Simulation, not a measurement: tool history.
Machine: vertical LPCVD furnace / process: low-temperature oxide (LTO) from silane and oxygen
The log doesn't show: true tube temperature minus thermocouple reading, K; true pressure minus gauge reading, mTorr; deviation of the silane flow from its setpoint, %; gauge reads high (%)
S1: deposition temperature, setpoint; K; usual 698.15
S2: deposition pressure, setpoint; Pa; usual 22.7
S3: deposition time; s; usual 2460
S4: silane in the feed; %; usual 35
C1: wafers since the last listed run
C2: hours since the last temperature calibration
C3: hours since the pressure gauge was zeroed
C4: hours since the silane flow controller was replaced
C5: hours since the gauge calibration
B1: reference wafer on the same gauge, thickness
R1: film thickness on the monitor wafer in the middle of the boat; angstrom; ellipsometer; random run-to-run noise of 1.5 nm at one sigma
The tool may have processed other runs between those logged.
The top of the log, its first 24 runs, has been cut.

{"run": 25, "hour": 1130.8, "S1": 708.15, "S2": 22.7, "S3": 3060, "S4": 28, "C1": 761, "C2": 928, "C3": 175.3, "C4": 969.8, "C5": 802.8, "B1": 355.4, "R1": 3432.5}
{"run": 26, "hour": 1194.7, "S1": 698.15, "S2": 18.7, "S3": 1920, "S4": 42, "C1": 906, "C2": 991.9, "C3": 239.2, "C4": 1033.7, "C5": 866.7, "B1": 355.25, "R1": 2679.4}
{"run": 27, "hour": 1229.3, "S1": 691.15, "S2": 20, "S3": 2460, "S4": 38, "C1": 490, "C2": 1026.5, "C3": 273.8, "C4": 1068.3, "C5": 901.3, "B1": 355.24, "R1": 3056.3}
{"run": 28, "hour": 1275.6, "S1": 690.15, "S2": 21.3, "S3": 2820, "S4": 29, "C1": 656, "C2": 1072.8, "C3": 320.1, "C4": 1114.6, "C5": 947.6, "B1": 355.49, "R1": 2585.9}
{"run": 29, "hour": 1302.9, "S1": 698.15, "S2": 25.3, "S3": 2460, "S4": 35, "C1": 387, "C2": 1100.1, "C3": 347.4, "C4": 1141.9, "C5": 974.9, "B1": 354.45, "R1": 3750}
{"run": 30, "hour": 1345.0, "S1": 703.15, "S2": 22.7, "S3": 1950, "S4": 39, "C1": 597, "C2": 1142.2, "C3": 389.5, "C4": 1184, "C5": 1017, "B1": 355.77, "R1": 3200.3}
{"run": 31, "hour": 1369.4, "S1": 687.15, "S2": 19.3, "S3": 1680, "S4": 28, "C1": 346, "C2": 1166.6, "C3": 413.9, "C4": 1208.4, "C5": 1041.4, "B1": 354.93, "R1": 1281.3}
{"run": 32, "hour": 1405.9, "S1": 698.15, "S2": 22.7, "S3": 2460, "S4": 35, "C1": 517, "C2": 1203.1, "C3": 450.4, "C4": 1244.9, "C5": 1077.9, "B1": 355.37, "R1": 3383.5}

Branching from run 32: 3 alternative next runs. What would each branch give?
{"run": "A", "hour": 1410.8, "S1": 698.15, "S2": 22.7, "S3": 2460, "S4": 35, "C1": 69, "C2": 1208, "C3": 455.3, "C4": 1249.8, "C5": 1082.8, "B1": "?", "R1": "?"}
{"run": "B", "hour": 1410.8, "S1": 695.15, "S2": 22.7, "S3": 2460, "S4": 35, "C1": 69, "C2": 1208, "C3": 455.3, "C4": 1249.8, "C5": 1082.8, "B1": "?", "R1": "?"}
{"run": "C", "hour": 1410.8, "S1": 698.15, "S2": 22.7, "S3": 1860, "S4": 32, "C1": 69, "C2": 1208, "C3": 455.3, "C4": 1249.8, "C5": 1082.8, "B1": "?", "R1": "?"}

run=A B1=355.28 R1=3383.7
run=B B1=355.28 R1=3279.3
run=C B1=355.28 R1=2276.7
The same runs, with their run-to-run variation unchanged, on a tool lacking any hidden condition would have given:
run=A R1=3359.1
run=B R1=3255.1
run=C R1=2259.7
